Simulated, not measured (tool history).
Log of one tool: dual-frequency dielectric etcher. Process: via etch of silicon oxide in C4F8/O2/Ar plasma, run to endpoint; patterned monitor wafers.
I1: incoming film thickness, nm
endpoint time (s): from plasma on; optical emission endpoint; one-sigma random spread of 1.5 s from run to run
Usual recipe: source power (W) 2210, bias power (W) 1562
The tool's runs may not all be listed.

{"run": 1, "hour": 0.0, "source power (W)": 2210, "bias power (W)": 1562, "I1": 1005.2, "endpoint time (s)": 208.9}
{"run": 2, "hour": 13.7, "source power (W)": 2210, "bias power (W)": 1562, "I1": 1017.8, "endpoint time (s)": 212.4}
{"run": 3, "hour": 25.1, "source power (W)": 2210, "bias power (W)": 1562, "I1": 1018.2, "endpoint time (s)": 211.4}
{"run": 4, "hour": 41.5, "source power (W)": 2210, "bias power (W)": 1562, "I1": 1006.9, "endpoint time (s)": 211.6}
{"run": 5, "hour": 47.9, "source power (W)": 1820, "bias power (W)": 1562, "I1": 1010.7, "endpoint time (s)": 233.9}
{"run": 6, "hour": 65.1, "source power (W)": 2210, "bias power (W)": 1562, "I1": 1008.0, "endpoint time (s)": 210.4}
{"run": 7, "hour": 72.6, "source power (W)": 2210, "bias power (W)": 1562, "I1": 1009.1, "endpoint time (s)": 209.6}
{"run": 8, "hour": 81.1, "source power (W)": 1920, "bias power (W)": 1474, "I1": 1009.1, "endpoint time (s)": 230.7}
{"hour": 105.9, "done": "upper electrode replaced"}
{"hour": 127.7, "done": "wet clean of the chamber"}
{"run": 9, "hour": 128.2, "source power (W)": 1920, "bias power (W)": 1474, "I1": 1007.5, "endpoint time (s)": 231.5}
{"run": 10, "hour": 128.6, "source power (W)": 2380, "bias power (W)": 1562, "I1": 1013.1, "endpoint time (s)": 203.3}
{"run": 11, "hour": 129.0, "source power (W)": 2380, "bias power (W)": 1562, "I1": 1015.5, "endpoint time (s)": 201.0}
{"run": 12, "hour": 129.3, "source power (W)": 1970, "bias power (W)": 1744, "I1": 1009.7, "endpoint time (s)": 215.8}
{"hour": 160.3, "done": "bias power generator calibrated"}
{"run": 13, "hour": 173.6, "source power (W)": 2210, "bias power (W)": 1562, "I1": 1019.6, "endpoint time (s)": 210.4}
{"run": 14, "hour": 189.4, "source power (W)": 1880, "bias power (W)": 1695, "I1": 1022.7, "endpoint time (s)": 227.2}
{"run": 15, "hour": 206.5, "source power (W)": 2710, "bias power (W)": 1762, "I1": 1015.3, "endpoint time (s)": 183.5}
{"run": 16, "hour": 217.3, "source power (W)": 2530, "bias power (W)": 1186, "I1": 1000.4, "endpoint time (s)": 205.5}
{"hour": 224.8, "done": "source power generator calibrated"}
{"run": 17, "hour": 230.3, "source power (W)": 2210, "bias power (W)": 1562, "I1": 1010.7, "endpoint time (s)": 210.0}
{"run": 18, "hour": 239.3, "source power (W)": 2210, "bias power (W)": 1562, "I1": 1014.4, "endpoint time (s)": 210.9}
{"run": 19, "hour": 255.9, "source power (W)": 1920, "bias power (W)": 1339, "I1": 1019.5, "endpoint time (s)": 237.3}
{"run": 20, "hour": 269.8, "source power (W)": 2370, "bias power (W)": 1859, "I1": 1014.6, "endpoint time (s)": 196.5}
{"run": 21, "hour": 287.5, "source power (W)": 2210, "bias power (W)": 1712, "I1": 1010.5, "endpoint time (s)": 203.9}
{"run": 22, "hour": 298.3, "source power (W)": 2210, "bias power (W)": 1664, "I1": 1009.7, "endpoint time (s)": 209.1}
{"run": 23, "hour": 304.8, "source power (W)": 2050, "bias power (W)": 1808, "I1": 1009.3, "endpoint time (s)": 210.4}
{"run": 24, "hour": 312.2, "source power (W)": 2520, "bias power (W)": 1218, "I1": 1009.6, "endpoint time (s)": 208.2}

5 ways to go on from here, each from the tool as it stands after run 24. What would each give?
{"run": "A", "hour": 312.7, "source power (W)": 2210, "bias power (W)": 1562, "I1": 1012.2, "endpoint time (s)": "?"}
{"run": "B", "hour": 312.7, "source power (W)": 2500, "bias power (W)": 1849, "I1": 1012.2, "endpoint time (s)": "?"}
{"run": "C", "hour": 312.7, "source power (W)": 2750, "bias power (W)": 1562, "I1": 1012.2, "endpoint time (s)": "?"}
{"run": "D", "hour": 312.7, "source power (W)": 2720, "bias power (W)": 1673, "I1": 1012.2, "endpoint time (s)": "?"}
{"run": "E", "hour": 312.7, "source power (W)": 2740, "bias power (W)": 1800, "I1": 1012.2, "endpoint time (s)": "?"}

run=A endpoint_time_(s)=213.2
run=B endpoint_time_(s)=192.2
run=C endpoint_time_(s)=189.9
run=D endpoint_time_(s)=188.1
run=E endpoint_time_(s)=184.4
Stripped of hidden state, with their random variation kept, the same runs would have yielded:
run=A endpoint_time_(s)=213.2
run=B endpoint_time_(s)=192.2
run=C endpoint_time_(s)=189.9
run=D endpoint_time_(s)=188.1
run=E endpoint_time_(s)=184.4

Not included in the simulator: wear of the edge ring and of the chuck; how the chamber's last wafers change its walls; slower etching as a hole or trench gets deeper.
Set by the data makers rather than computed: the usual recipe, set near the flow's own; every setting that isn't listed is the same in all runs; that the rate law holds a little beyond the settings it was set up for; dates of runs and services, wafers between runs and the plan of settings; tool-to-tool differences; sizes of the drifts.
